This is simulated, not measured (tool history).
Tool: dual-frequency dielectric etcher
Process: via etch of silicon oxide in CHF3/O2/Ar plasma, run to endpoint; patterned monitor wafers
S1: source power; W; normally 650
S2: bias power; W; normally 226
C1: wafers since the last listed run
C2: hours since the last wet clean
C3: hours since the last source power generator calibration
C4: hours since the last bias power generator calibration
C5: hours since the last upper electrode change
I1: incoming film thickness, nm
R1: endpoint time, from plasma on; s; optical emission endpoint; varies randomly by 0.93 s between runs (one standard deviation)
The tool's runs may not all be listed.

run	hour	S1	S2	C1	C2	C3	C4	C5	I1	R1
1	0.0	530	226	0	157.5	3271.5	3982.9	4699.5	705.8	365.7
2	65.7	650	226	330	223.2	3337.2	4048.6	4765.2	700.2	317.6
3	89.8	650	226	121	247.3	3361.3	4072.7	4789.3	707.7	319.6
4	119.0	650	226	146	276.5	3390.5	4101.9	4818.5	701.3	317.8
5	189.7	550	226	355	347.2	3461.2	4172.6	4889.2	698.2	351.4
6	249.3	550	226	299	406.8	3520.8	4232.2	4948.8	701.4	349.6
7	275.1	650	226	129	432.6	3546.6	4258.0	4974.6	701.3	315.2
8	344.9	760	270	350	502.4	3616.4	4327.8	5044.4	694.0	266.2
# hour 411.1: upper electrode replaced
# hour 415.7: wet clean of the chamber
9	416.2	650	226	214	0.5	3687.7	4399.1	5.1	699.6	320.8
10	437.2	650	226	105	21.5	3708.7	4420.1	26.1	696.5	317.9
11	465.7	650	226	143	50.0	3737.2	4448.6	54.6	702.4	320.8
12	492.6	650	226	135	76.9	3764.1	4475.5	81.5	700.0	319.5
13	531.8	650	226	196	116.1	3803.3	4514.7	120.7	698.7	320.6
14	558.9	650	226	136	143.2	3830.4	4541.8	147.8	699.8	318.2
15	630.3	650	226	358	214.6	3901.8	4613.2	219.2	701.7	318.5
# hour 680.3: bias power generator calibrated
16	697.2	650	226	316	281.5	3968.7	16.9	286.1	690.5	312.9
17	730.2	740	276	165	314.5	4001.7	49.9	319.1	702.1	273.3
18	756.7	650	226	133	341.0	4028.2	76.4	345.6	694.2	314.5
19	796.7	650	226	200	381.0	4068.2	116.4	385.6	690.0	310.8
20	821.3	500	242	123	405.6	4092.8	141.0	410.2	695.6	362.2
21	865.1	570	275	220	449.4	4136.6	184.8	454.0	693.4	315.1
22	923.0	510	226	290	507.3	4194.5	242.7	511.9	693.4	363.4
23	990.9	650	202	341	575.2	4262.4	310.6	579.8	694.1	324.8
# hour 1015.0: wet clean of the chamber
24	1055.0	650	243	201	40.0	4326.5	374.7	643.9	693.7	311.5
25	1121.9	650	226	336	106.9	4393.4	441.6	710.8	693.8	319.6
# hour 1144.5: source power generator calibrated
26	1149.0	650	226	116	134.0	4.5	468.7	737.9	698.6	312.1
27	1194.3	750	271	227	179.3	49.8	514.0	783.2	694.9	266.7
28	1227.5	520	210	166	212.5	83.0	547.2	816.4	697.7	370.4
29	1257.8	760	261	152	242.8	113.3	577.5	846.7	703.5	270.5
30	1325.2	650	226	338	310.2	180.7	644.9	914.1	697.2	310.9
31	1378.3	650	175	266	363.3	233.8	698.0	967.2	696.4	340.1
32	1442.2	650	226	321	427.2	297.7	761.9	1031.1	696.1	307.5
33	1501.7	770	282	298	486.7	357.2	821.4	1090.6	698.0	257.2
34	1535.1	650	226	167	520.1	390.6	854.8	1124.0	700.4	309.5
35	1570.2	650	226	176	555.2	425.7	889.9	1159.1	698.5	309.3

How the hidden state differs across the entries between the runs, from the last listed run before each to the first after it:
Run 8 -> run 9: upper electrode replaced (hour 411.1); wet clean of the chamber (hour 415.7)
  etch rate over this chamber's usual, %: 2.7 -> 0.168; source power that arrives over what is set, %: -5.3 -> -5.32
  measured minus no-state result, R1: +1.7 -> +10.1 s
Run 15 -> run 16: bias power generator calibrated (hour 680.3)
  etch rate over this chamber's usual, %: 1.23 -> 1.57; source power that arrives over what is set, %: -5.37 -> -5.39
  measured minus no-state result, R1: +6.8 -> +5.7 s
Run 23 -> run 24: wet clean of the chamber (hour 1015.0)
  etch rate over this chamber's usual, %: 3.03 -> -0.175; source power that arrives over what is set, %: -5.44 -> -5.45
  measured minus no-state result, R1: +1.6 -> +11.1 s
Run 25 -> run 26: source power generator calibrated (hour 1144.5)
  etch rate over this chamber's usual, %: 0.158 -> 0.293; source power that arrives over what is set, %: -5.46 -> -1.38
  measured minus no-state result, R1: +10.3 -> +1.7 s
